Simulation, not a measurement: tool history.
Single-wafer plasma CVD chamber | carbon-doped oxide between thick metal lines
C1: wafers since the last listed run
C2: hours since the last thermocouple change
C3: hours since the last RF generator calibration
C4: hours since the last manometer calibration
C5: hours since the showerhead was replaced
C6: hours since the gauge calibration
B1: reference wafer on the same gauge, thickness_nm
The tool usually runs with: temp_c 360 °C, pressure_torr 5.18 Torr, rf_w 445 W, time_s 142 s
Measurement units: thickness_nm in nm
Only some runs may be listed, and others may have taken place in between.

run 1 day=0.000 | temp_c=360 pressure_torr=5.18 rf_w=445 time_s=142 | C1=0 C2=1435.2 C3=1951.0 C4=2261.9 C5=3760.0 C6=312.2 | B1=682.236 | thickness_nm=741.045
run 2 day=0.558 | temp_c=360 pressure_torr=4.65 rf_w=445 time_s=142 | C1=209 C2=1448.6 C3=1964.4 C4=2275.3 C5=3773.4 C6=325.6 | B1=682.012 | thickness_nm=736.656
-- day=1.200 thermocouple changed; heater temperature recalibrated
run 3 day=1.221 | temp_c=360 pressure_torr=4.65 rf_w=445 time_s=142 | C1=123 C2=0.5 C3=1980.3 C4=2291.2 C5=3789.3 C6=341.5 | B1=681.946 | thickness_nm=734.027
-- day=1.700 capacitance manometer re-zeroed and calibrated
run 4 day=1.721 | temp_c=360 pressure_torr=4.65 rf_w=445 time_s=142 | C1=62 C2=12.5 C3=1992.3 C4=0.5 C5=3801.3 C6=353.5 | B1=681.928 | thickness_nm=734.819
run 5 day=2.029 | temp_c=360 pressure_torr=5.18 rf_w=445 time_s=142 | C1=115 C2=19.9 C3=1999.7 C4=7.9 C5=3808.7 C6=360.9 | B1=681.722 | thickness_nm=742.435
-- day=2.283 gauge calibrated
run 6 day=2.767 | temp_c=360 pressure_torr=5.18 rf_w=445 time_s=142 | C1=276 C2=37.6 C3=2017.4 C4=25.6 C5=3826.4 C6=11.6 | B1=682.649 | thickness_nm=739.311
run 7 day=3.083 | temp_c=368 pressure_torr=5.18 rf_w=505 time_s=142 | C1=118 C2=45.2 C3=2025.0 C4=33.2 C5=3834.0 C6=19.2 | B1=682.393 | thickness_nm=779.790
run 8 day=3.417 | temp_c=371 pressure_torr=6.46 rf_w=365 time_s=135 | C1=124 C2=53.2 C3=2033.0 C4=41.2 C5=3842.0 C6=27.2 | B1=681.702 | thickness_nm=640.746
run 9 day=3.988 | temp_c=353 pressure_torr=5.18 rf_w=530 time_s=142 | C1=213 C2=66.9 C3=2046.7 C4=54.9 C5=3855.7 C6=40.9 | B1=681.605 | thickness_nm=816.341
run 10 day=4.767 | temp_c=360 pressure_torr=5.18 rf_w=445 time_s=151 | C1=291 C2=85.6 C3=2065.4 C4=73.6 C5=3874.4 C6=59.6 | B1=682.365 | thickness_nm=787.753
-- day=5.229 showerhead replaced
run 11 day=5.488 | temp_c=353 pressure_torr=6.40 rf_w=525 time_s=160 | C1=145 C2=102.9 C3=2082.7 C4=90.9 C5=6.2 C6=76.9 | B1=681.759 | thickness_nm=933.206
run 12 day=6.129 | temp_c=350 pressure_torr=5.51 rf_w=520 time_s=142 | C1=240 C2=118.3 C3=2098.1 C4=106.3 C5=21.6 C6=92.3 | B1=681.675 | thickness_nm=818.399
run 13 day=6.879 | temp_c=372 pressure_torr=5.18 rf_w=495 time_s=161 | C1=280 C2=136.3 C3=2116.1 C4=124.3 C5=39.6 C6=110.3 | B1=681.725 | thickness_nm=862.006
run 14 day=7.379 | temp_c=360 pressure_torr=5.18 rf_w=410 time_s=154 | C1=187 C2=148.3 C3=2128.1 C4=136.3 C5=51.6 C6=122.3 | B1=681.935 | thickness_nm=768.948
run 15 day=8.858 | temp_c=360 pressure_torr=5.18 rf_w=445 time_s=142 | C1=553 C2=183.8 C3=2163.6 C4=171.8 C5=87.1 C6=157.8 | B1=682.345 | thickness_nm=739.658
run 16 day=9.292 | temp_c=374 pressure_torr=3.94 rf_w=385 time_s=142 | C1=162 C2=194.2 C3=2174.0 C4=182.2 C5=97.5 C6=168.2 | B1=682.169 | thickness_nm=653.798
run 17 day=9.967 | temp_c=352 pressure_torr=3.98 rf_w=475 time_s=160 | C1=252 C2=210.4 C3=2190.2 C4=198.4 C5=113.7 C6=184.4 | B1=681.764 | thickness_nm=852.322
run 18 day=10.238 | temp_c=365 pressure_torr=4.09 rf_w=385 time_s=168 | C1=101 C2=216.9 C3=2196.7 C4=204.9 C5=120.2 C6=190.9 | B1=682.276 | thickness_nm=788.724
-- day=10.812 RF generator calibrated
run 19 day=10.875 | temp_c=360 pressure_torr=5.18 rf_w=445 time_s=142 | C1=113 C2=232.2 C3=1.5 C4=220.2 C5=135.5 C6=206.2 | B1=682.026 | thickness_nm=768.536
run 20 day=11.129 | temp_c=360 pressure_torr=6.18 rf_w=445 time_s=125 | C1=95 C2=238.3 C3=7.6 C4=226.3 C5=141.6 C6=212.3 | B1=681.852 | thickness_nm=692.411
run 21 day=11.742 | temp_c=346 pressure_torr=4.01 rf_w=405 time_s=168 | C1=229 C2=253.0 C3=22.3 C4=241.0 C5=156.3 C6=227.0 | B1=682.133 | thickness_nm=875.787
run 22 day=12.412 | temp_c=351 pressure_torr=4.39 rf_w=375 time_s=158 | C1=251 C2=269.1 C3=38.4 C4=257.1 C5=172.4 C6=243.1 | B1=682.004 | thickness_nm=792.464
run 23 day=12.904 | temp_c=354 pressure_torr=4.47 rf_w=375 time_s=157 | C1=184 C2=280.9 C3=50.2 C4=268.9 C5=184.2 C6=254.9 | B1=681.944 | thickness_nm=782.318
run 24 day=13.638 | temp_c=360 pressure_torr=5.18 rf_w=380 time_s=161 | C1=274 C2=298.5 C3=67.8 C4=286.5 C5=201.8 C6=272.5 | B1=682.117 | thickness_nm=808.376
run 25 day=14.046 | temp_c=360 pressure_torr=6.40 rf_w=405 time_s=142 | C1=152 C2=308.3 C3=77.6 C4=296.3 C5=211.6 C6=282.3 | B1=682.078 | thickness_nm=750.227
run 26 day=14.525 | temp_c=360 pressure_torr=4.69 rf_w=505 time_s=118 | C1=179 C2=319.8 C3=89.1 C4=307.8 C5=223.1 C6=293.8 | B1=682.079 | thickness_nm=668.233
run 27 day=14.996 | temp_c=360 pressure_torr=5.18 rf_w=445 time_s=142 | C1=176 C2=331.1 C3=100.4 C4=319.1 C5=234.4 C6=305.1 | B1=681.201 | thickness_nm=772.398
run 28 day=15.612 | temp_c=360 pressure_torr=5.18 rf_w=445 time_s=142 | C1=230 C2=345.9 C3=115.2 C4=333.9 C5=249.2 C6=319.9 | B1=682.074 | thickness_nm=766.462

4 options for the next run, each taken on its own from the tool as it stands now. Forecast them:
run A day=15.629 | temp_c=360 pressure_torr=5.18 rf_w=445 time_s=142 | C1=6 C2=346.3 C3=115.6 C4=334.3 C5=249.6 C6=320.3 | B1=? | thickness_nm=?
run B day=15.629 | temp_c=360 pressure_torr=6.02 rf_w=445 time_s=123 | C1=6 C2=346.3 C3=115.6 C4=334.3 C5=249.6 C6=320.3 | B1=? | thickness_nm=?
run C day=15.629 | temp_c=360 pressure_torr=5.18 rf_w=395 time_s=126 | C1=6 C2=346.3 C3=115.6 C4=334.3 C5=249.6 C6=320.3 | B1=? | thickness_nm=?
run D day=15.629 | temp_c=360 pressure_torr=5.18 rf_w=505 time_s=142 | C1=6 C2=346.3 C3=115.6 C4=334.3 C5=249.6 C6=320.3 | B1=? | thickness_nm=?

run=A B1=681.632 thickness_nm=770.099
run=B B1=681.632 thickness_nm=676.864
run=C B1=681.632 thickness_nm=645.889
run=D B1=681.632 thickness_nm=815.223
Had the tool no hidden state, the same runs would have come out as:
run=A thickness_nm=773.764
run=B thickness_nm=680.085
run=C thickness_nm=648.963
run=D thickness_nm=818.565

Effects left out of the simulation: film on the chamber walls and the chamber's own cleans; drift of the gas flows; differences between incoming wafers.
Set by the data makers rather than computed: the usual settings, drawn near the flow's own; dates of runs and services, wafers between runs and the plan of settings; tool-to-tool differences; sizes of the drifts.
